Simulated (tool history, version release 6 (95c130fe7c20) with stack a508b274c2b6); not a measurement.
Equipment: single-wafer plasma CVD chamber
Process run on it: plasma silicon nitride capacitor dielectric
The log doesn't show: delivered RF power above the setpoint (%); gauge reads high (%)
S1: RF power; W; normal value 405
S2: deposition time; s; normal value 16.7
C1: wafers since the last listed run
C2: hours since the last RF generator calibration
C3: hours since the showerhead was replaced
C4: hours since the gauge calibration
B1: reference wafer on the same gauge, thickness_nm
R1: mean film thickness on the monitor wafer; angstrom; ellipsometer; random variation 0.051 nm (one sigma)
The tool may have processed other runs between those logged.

run 1 hour=0.0 | S1=380 S2=17.7 | C1=0 C2=1642.0 C3=6133.4 C4=820.6 | B1=19.009 | R1=231.87
-- hour=79.3 RF generator calibrated
run 2 hour=79.8 | S1=380 S2=17.7 | C1=1912 C2=0.5 C3=6213.2 C4=900.4 | B1=18.999 | R1=236.65
run 3 hour=115.5 | S1=425 S2=16.7 | C1=950 C2=36.2 C3=6248.9 C4=936.1 | B1=18.992 | R1=233.48
run 4 hour=156.3 | S1=425 S2=16.7 | C1=1086 C2=77.0 C3=6289.7 C4=976.9 | B1=18.991 | R1=233.10
run 5 hour=224.5 | S1=405 S2=16.7 | C1=1816 C2=145.2 C3=6357.9 C4=1045.1 | B1=19.000 | R1=229.00
run 6 hour=290.8 | S1=450 S2=16.7 | C1=1765 C2=211.5 C3=6424.2 C4=1111.4 | B1=18.998 | R1=238.06
run 7 hour=360.5 | S1=450 S2=16.7 | C1=1856 C2=281.2 C3=6493.9 C4=1181.1 | B1=19.011 | R1=238.63
run 8 hour=406.4 | S1=405 S2=16.7 | C1=1222 C2=327.1 C3=6539.8 C4=1227.0 | B1=19.012 | R1=227.33
run 9 hour=445.7 | S1=405 S2=16.7 | C1=1046 C2=366.4 C3=6579.1 C4=1266.3 | B1=19.004 | R1=228.74
run 10 hour=502.5 | S1=405 S2=16.7 | C1=1512 C2=423.2 C3=6635.9 C4=1323.1 | B1=18.997 | R1=227.65
run 11 hour=674.6 | S1=405 S2=16.7 | C1=4583 C2=595.3 C3=6808.0 C4=1495.2 | B1=18.998 | R1=227.07
run 12 hour=961.4 | S1=405 S2=16.7 | C1=7637 C2=882.1 C3=7094.8 C4=1782.0 | B1=19.006 | R1=227.39
-- hour=1019.4 gauge calibrated
run 13 hour=1037.4 | S1=405 S2=16.7 | C1=2023 C2=958.1 C3=7170.8 C4=18.0 | B1=18.977 | R1=227.62
-- hour=1116.4 showerhead replaced
run 14 hour=1134.0 | S1=405 S2=15.5 | C1=2359 C2=1054.7 C3=17.6 C4=114.6 | B1=19.020 | R1=210.48
run 15 hour=1200.6 | S1=405 S2=16.7 | C1=1773 C2=1121.3 C3=84.2 C4=181.2 | B1=19.007 | R1=226.48
run 16 hour=1299.7 | S1=370 S2=18.1 | C1=2639 C2=1220.4 C3=183.3 C4=280.3 | B1=19.002 | R1=237.29
run 17 hour=1349.1 | S1=450 S2=15.1 | C1=1315 C2=1269.8 C3=232.7 C4=329.7 | B1=19.010 | R1=214.05
run 18 hour=1385.4 | S1=405 S2=16.7 | C1=966 C2=1306.1 C3=269.0 C4=366.0 | B1=18.993 | R1=226.21
run 19 hour=1428.3 | S1=405 S2=16.7 | C1=1142 C2=1349.0 C3=311.9 C4=408.9 | B1=18.991 | R1=225.42
run 20 hour=1499.8 | S1=405 S2=15.4 | C1=1904 C2=1420.5 C3=383.4 C4=480.4 | B1=19.013 | R1=208.34
run 21 hour=1578.2 | S1=455 S2=18.5 | C1=2087 C2=1498.9 C3=461.8 C4=558.8 | B1=19.012 | R1=260.94
run 22 hour=1681.9 | S1=405 S2=16.7 | C1=2761 C2=1602.6 C3=565.5 C4=662.5 | B1=19.019 | R1=225.35
-- hour=1694.9 RF generator calibrated
run 23 hour=1778.2 | S1=325 S2=18.7 | C1=2351 C2=83.3 C3=661.8 C4=758.8 | B1=19.004 | R1=234.23
run 24 hour=1835.5 | S1=340 S2=19.7 | C1=1525 C2=140.6 C3=719.1 C4=816.1 | B1=19.016 | R1=251.75
run 25 hour=1905.3 | S1=370 S2=18.0 | C1=1858 C2=210.4 C3=788.9 C4=885.9 | B1=19.011 | R1=238.05
run 26 hour=1962.9 | S1=355 S2=13.4 | C1=1533 C2=268.0 C3=846.5 C4=943.5 | B1=18.996 | R1=173.76
run 27 hour=2003.2 | S1=330 S2=14.0 | C1=1073 C2=308.3 C3=886.8 C4=983.8 | B1=18.991 | R1=176.69
run 28 hour=2048.1 | S1=450 S2=14.2 | C1=1195 C2=353.2 C3=931.7 C4=1028.7 | B1=19.006 | R1=202.76
run 29 hour=2155.4 | S1=405 S2=16.7 | C1=2857 C2=460.5 C3=1039.0 C4=1136.0 | B1=19.000 | R1=227.87

What was the tool's hidden state at every run in the log?
gauge reads high (%): 0 in every run
H1: delivered RF power above the setpoint (%)
run=1 H1=-4.19
run=2 H1=-0.134
run=3 H1=-0.225
run=4 H1=-0.328
run=5 H1=-0.502
run=6 H1=-0.67
run=7 H1=-0.848
run=8 H1=-0.964
run=9 H1=-1.06
run=10 H1=-1.21
run=11 H1=-1.65
run=12 H1=-2.38
run=13 H1=-2.57
run=14 H1=-2.81
run=15 H1=-2.98
run=16 H1=-3.24
run=17 H1=-3.36
run=18 H1=-3.45
run=19 H1=-3.56
run=20 H1=-3.75
run=21 H1=-3.94
run=22 H1=-4.21
run=23 H1=-0.726
run=24 H1=-0.872
run=25 H1=-1.05
run=26 H1=-1.2
run=27 H1=-1.3
run=28 H1=-1.41
run=29 H1=-1.69
